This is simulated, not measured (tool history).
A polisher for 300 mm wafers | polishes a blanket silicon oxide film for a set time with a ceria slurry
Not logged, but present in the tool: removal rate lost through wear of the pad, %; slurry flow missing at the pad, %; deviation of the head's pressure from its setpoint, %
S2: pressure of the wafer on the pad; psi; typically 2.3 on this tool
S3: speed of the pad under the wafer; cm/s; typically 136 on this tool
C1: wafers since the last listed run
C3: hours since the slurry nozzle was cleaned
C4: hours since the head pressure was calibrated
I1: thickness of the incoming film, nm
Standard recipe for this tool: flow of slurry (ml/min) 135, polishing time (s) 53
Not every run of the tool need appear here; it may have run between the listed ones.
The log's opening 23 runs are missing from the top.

Run 24, hour 285.0: usual settings; C1 73; wafers polished on this pad 723; C3 948.0; C4 92.2; I1 1311.8. Result: film removed (nm) 233.8.
Run 25, hour 298.1: usual settings but flow of slurry (ml/min) 165, S2 1.8 psi, S3 122 cm/s, polishing time (s) 41; C1 111; wafers polished on this pad 834; C3 961.1; C4 105.3; I1 1297.7. Result: film removed (nm) 132.0.
At hour 305.9: slurry nozzle cleaned.
Run 26, hour 342.3: usual settings; C1 367; wafers polished on this pad 1202; C3 36.4; C4 149.5; I1 1294.6. Result: film removed (nm) 218.1.
Run 27, hour 359.2: usual settings but flow of slurry (ml/min) 105; C1 143; wafers polished on this pad 1346; C3 53.3; C4 166.4; I1 1291.8. Result: film removed (nm) 200.8.
At hour 365.2: worn pad replaced by a new one.
Run 28, hour 372.4: usual settings but flow of slurry (ml/min) 165, S3 160 cm/s; C1 78; wafers polished on this pad 60; C3 66.5; C4 179.6; I1 1295.7. Result: film removed (nm) 272.5.
Run 29, hour 389.5: usual settings; C1 145; wafers polished on this pad 206; C3 83.6; C4 196.7; I1 1298.5. Result: film removed (nm) 219.1.
Run 30, hour 427.4: usual settings; C1 322; wafers polished on this pad 529; C3 121.5; C4 234.6; I1 1302.6. Result: film removed (nm) 216.7.
Run 31, hour 471.3: usual settings but flow of slurry (ml/min) 145, S2 2.7 psi; C1 373; wafers polished on this pad 902; C3 165.4; C4 278.5; I1 1269.5. Result: film removed (nm) 259.4.
At hour 477.1: slurry nozzle cleaned, repeated, since the last time left the tool worse.
Run 32, hour 479.8: usual settings but S2 2.8 psi, S3 160 cm/s; C1 63; wafers polished on this pad 966; C3 2.7; C4 287.0; I1 1284.5. Result: film removed (nm) 355.3.
Run 33, hour 492.4: usual settings but S3 88 cm/s; C1 107; wafers polished on this pad 1073; C3 15.3; C4 299.6; I1 1307.9. Result: film removed (nm) 158.7.
Run 34, hour 501.0: usual settings but flow of slurry (ml/min) 170; C1 73; wafers polished on this pad 1147; C3 23.9; C4 308.2; I1 1265.9. Result: film removed (nm) 253.7.
Run 35, hour 513.4: usual settings but flow of slurry (ml/min) 120; C1 105; wafers polished on this pad 1252; C3 36.3; C4 320.6; I1 1298.8. Result: film removed (nm) 237.1.
At hour 519.6: worn pad replaced by a new one.
Run 36, hour 522.8: usual settings but flow of slurry (ml/min) 170; C1 45; wafers polished on this pad 27; C3 45.7; C4 330.0; I1 1302.1. Result: film removed (nm) 258.8.
Run 37, hour 536.1: usual settings but S2 1.8 psi; C1 113; wafers polished on this pad 140; C3 59.0; C4 343.3; I1 1289.7. Result: film removed (nm) 192.5.
Run 38, hour 551.3: usual settings but flow of slurry (ml/min) 165, S2 1.7 psi; C1 129; wafers polished on this pad 269; C3 74.2; C4 358.5; I1 1294.6. Result: film removed (nm) 188.9.

Each row is a separate what-if for the run after 38, all from the same tool condition, not one after another. Results?
Run A, hour 551.7: usual settings; C1 3; wafers polished on this pad 273; C3 74.6; C4 358.9; I1 1298.4. Result: film removed (nm) ?.
Run B, hour 551.7: usual settings but flow of slurry (ml/min) 105, S2 3.0 psi, S3 166 cm/s, polishing time (s) 71; C1 3; wafers polished on this pad 273; C3 74.6; C4 358.9; I1 1298.4. Result: film removed (nm) ?.
Run C, hour 551.7: usual settings but S3 164 cm/s, polishing time (s) 41; C1 3; wafers polished on this pad 273; C3 74.6; C4 358.9; I1 1298.4. Result: film removed (nm) ?.

run  film removed (nm)
  A              246.0
  B              493.5
  C              229.5
What these runs would have given with no unlogged condition in the tool:
run  film removed (nm)
  A              246.6
  B              495.2
  C              230.1

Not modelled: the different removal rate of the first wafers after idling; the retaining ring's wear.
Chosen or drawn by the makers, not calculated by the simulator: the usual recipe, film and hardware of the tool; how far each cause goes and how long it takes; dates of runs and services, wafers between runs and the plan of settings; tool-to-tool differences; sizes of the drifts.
